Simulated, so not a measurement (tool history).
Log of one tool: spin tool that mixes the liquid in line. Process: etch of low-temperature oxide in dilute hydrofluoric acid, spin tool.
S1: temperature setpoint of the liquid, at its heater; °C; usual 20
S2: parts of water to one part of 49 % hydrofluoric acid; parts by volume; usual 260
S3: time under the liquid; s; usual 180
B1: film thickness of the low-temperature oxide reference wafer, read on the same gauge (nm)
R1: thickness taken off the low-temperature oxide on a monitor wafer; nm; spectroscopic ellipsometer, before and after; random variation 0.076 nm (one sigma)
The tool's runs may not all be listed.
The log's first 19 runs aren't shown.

| run | day | S1 | S2 | S3 | B1 | R1 |
|---|---|---|---|---|---|---|
| 20 | 58.55 | 18 | 260 | 235 | 149.97 | 10.51 |
| 21 | 66.025 | 17 | 350 | 180 | 150.05 | 5.22 |
| 22 | 68.442 | 18.5 | 140 | 220 | 150.04 | 20.36 |
| 23 | 71.371 | 17 | 310 | 290 | 149.98 | 9.72 |
| 24 | 73.692 | 20 | 260 | 180 | 150 | 8.26 |
| 25 | 76.567 | 24.5 | 260 | 180 | 149.99 | 9.88 |
| 26 | 78.9 | 17 | 170 | 105 | 150.01 | 7.1 |
| 27 | 81.067 | 18.5 | 140 | 220 | 150.01 | 19.68 |
| 28 | 83.325 | 22.5 | 360 | 180 | 150.02 | 5.94 |
|  | 84.475 | thermometer replaced |
| 29 | 85.958 | 20 | 260 | 180 | 150 | 8.17 |
| 30 | 87.583 | 20 | 260 | 125 | 149.97 | 5.68 |
| 31 | 88.646 | 17 | 340 | 210 | 150 | 6.06 |

5 ways to go on from here, each from the tool as it stands after run 31. What would each give?
| A | 88.667 | 20 | 260 | 180 | ? | ? |
| B | 88.667 | 17 | 260 | 290 | ? | ? |
| C | 88.667 | 20 | 170 | 180 | ? | ? |
| D | 88.667 | 17 | 215 | 110 | ? | ? |
| E | 88.667 | 18.5 | 135 | 135 | ? | ? |

| run | B1 | R1 |
|---|---|---|
| A | 150 | 8.21 |
| B | 150 | 11.81 |
| C | 150 | 13.74 |
| D | 150 | 5.65 |
| E | 150 | 12.69 |
Without the tool's hidden state the same runs would have given:
| run | R1 |
|---|---|
| A | 8.71 |
| B | 12.52 |
| C | 14.53 |
| D | 5.97 |
| E | 13.39 |

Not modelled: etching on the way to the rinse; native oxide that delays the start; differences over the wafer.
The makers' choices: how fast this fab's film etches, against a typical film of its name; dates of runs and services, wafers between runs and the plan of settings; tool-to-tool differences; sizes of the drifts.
